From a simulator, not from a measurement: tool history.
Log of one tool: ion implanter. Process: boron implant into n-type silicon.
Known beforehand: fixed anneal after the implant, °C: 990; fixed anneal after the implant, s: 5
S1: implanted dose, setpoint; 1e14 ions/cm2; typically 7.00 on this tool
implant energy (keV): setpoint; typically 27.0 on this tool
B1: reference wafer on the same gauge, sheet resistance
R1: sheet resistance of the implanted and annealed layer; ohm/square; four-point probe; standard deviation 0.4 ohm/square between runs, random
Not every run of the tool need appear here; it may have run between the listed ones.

Run 1, hour 0.0: usual settings; B1 143.00. Result: R1 181.95 ohm/square.
Run 2, hour 69.5: usual settings but S1 7.90 1e14 ions/cm2, implant energy (keV) 22.5; B1 143.06. Result: R1 166.34 ohm/square.
Run 3, hour 142.3: usual settings but S1 7.90 1e14 ions/cm2, implant energy (keV) 22.5; B1 143.00. Result: R1 166.75 ohm/square.
Run 4, hour 200.7: usual settings but implant energy (keV) 22.0; B1 143.03. Result: R1 184.90 ohm/square.
Run 5, hour 244.6: usual settings but implant energy (keV) 22.0; B1 142.97. Result: R1 184.99 ohm/square.
Run 6, hour 498.7: usual settings but implant energy (keV) 22.0; B1 143.02. Result: R1 185.52 ohm/square.
Run 7, hour 559.5: usual settings; B1 143.00. Result: R1 182.46 ohm/square.
Run 8, hour 631.8: usual settings; B1 142.97. Result: R1 183.39 ohm/square.
Run 9, hour 732.6: usual settings; B1 142.98. Result: R1 182.90 ohm/square.
Run 10, hour 790.0: usual settings; B1 142.94. Result: R1 182.97 ohm/square.
Run 11, hour 842.1: usual settings; B1 143.01. Result: R1 182.55 ohm/square.
At hour 855.3: gauge calibrated.
Run 12, hour 887.9: usual settings; B1 143.01. Result: R1 182.43 ohm/square.
Run 13, hour 950.7: usual settings; B1 143.02. Result: R1 183.09 ohm/square.
Run 14, hour 1036.4: usual settings; B1 142.96. Result: R1 183.12 ohm/square.
Run 15, hour 1076.5: usual settings; B1 142.93. Result: R1 183.06 ohm/square.
Run 16, hour 1122.2: usual settings; B1 142.95. Result: R1 183.50 ohm/square.
Run 17, hour 1188.9: usual settings; B1 143.00. Result: R1 183.31 ohm/square.
At hour 1257.0: extraction supply calibrated.
Run 18, hour 1291.6: usual settings; B1 142.98. Result: R1 183.32 ohm/square.
Run 19, hour 1351.5: usual settings; B1 143.05. Result: R1 183.14 ohm/square.
Run 20, hour 1440.3: usual settings but S1 4.92 1e14 ions/cm2, implant energy (keV) 33.0; B1 143.00. Result: R1 240.85 ohm/square.
Run 21, hour 1543.3: usual settings; B1 143.02. Result: R1 183.41 ohm/square.
Run 22, hour 1584.0: usual settings; B1 142.92. Result: R1 183.96 ohm/square.
Run 23, hour 1643.0: usual settings but S1 8.63 1e14 ions/cm2; B1 143.07. Result: R1 154.52 ohm/square.
At hour 1669.3: Faraday cup replaced and dose calibrated.
Run 24, hour 1738.7: usual settings but S1 7.87 1e14 ions/cm2; B1 142.96. Result: R1 161.62 ohm/square.
Run 25, hour 1799.6: usual settings but S1 5.30 1e14 ions/cm2, implant energy (keV) 32.0; B1 143.00. Result: R1 221.27 ohm/square.
Run 26, hour 1891.7: usual settings but S1 6.05 1e14 ions/cm2, implant energy (keV) 33.0; B1 142.98. Result: R1 199.35 ohm/square.
Run 27, hour 1974.8: usual settings; B1 142.99. Result: R1 179.49 ohm/square.
Run 28, hour 2066.4: usual settings but S1 8.25 1e14 ions/cm2, implant energy (keV) 20.5; B1 143.00. Result: R1 159.92 ohm/square.
Run 29, hour 2172.6: usual settings but S1 6.21 1e14 ions/cm2, implant energy (keV) 34.5; B1 142.99. Result: R1 196.52 ohm/square.
Run 30, hour 2222.5: usual settings but S1 5.91 1e14 ions/cm2; B1 143.00. Result: R1 207.91 ohm/square.
Run 31, hour 2319.9: usual settings but implant energy (keV) 19.0; B1 142.96. Result: R1 184.47 ohm/square.
Run 32, hour 2357.3: usual settings but S1 5.19 1e14 ions/cm2; B1 142.96. Result: R1 231.26 ohm/square.
Run 33, hour 2423.6: usual settings but S1 5.22 1e14 ions/cm2, implant energy (keV) 33.5; B1 143.00. Result: R1 227.19 ohm/square.
Run 34, hour 2521.4: usual settings but S1 5.01 1e14 ions/cm2, implant energy (keV) 18.5; B1 142.97. Result: R1 242.40 ohm/square.
Run 35, hour 2572.4: usual settings; B1 142.98. Result: R1 181.25 ohm/square.
Run 36, hour 2650.7: usual settings but implant energy (keV) 34.5; B1 143.03. Result: R1 179.94 ohm/square.
Run 37, hour 2733.4: usual settings but implant energy (keV) 32.5; B1 142.98. Result: R1 180.65 ohm/square.
Run 38, hour 2774.4: usual settings; B1 142.99. Result: R1 182.20 ohm/square.

What if the next run were any one of these 3? Each begins from the tool's condition after run 38:
Run A, hour 2774.8: usual settings but S1 5.41 1e14 ions/cm2; B1 ?. Result: R1 ?.
Run B, hour 2774.8: usual settings but S1 5.04 1e14 ions/cm2; B1 ?. Result: R1 ?.
Run C, hour 2774.8: usual settings but implant energy (keV) 23.0; B1 ?. Result: R1 ?.

run      B1      R1
  A  143.06  223.60
  B  143.06  236.50
  C  143.06  182.94
Had the tool no hidden state, the same runs would have come out as:
run      R1
  A  218.42
  B  231.08
  C  178.56
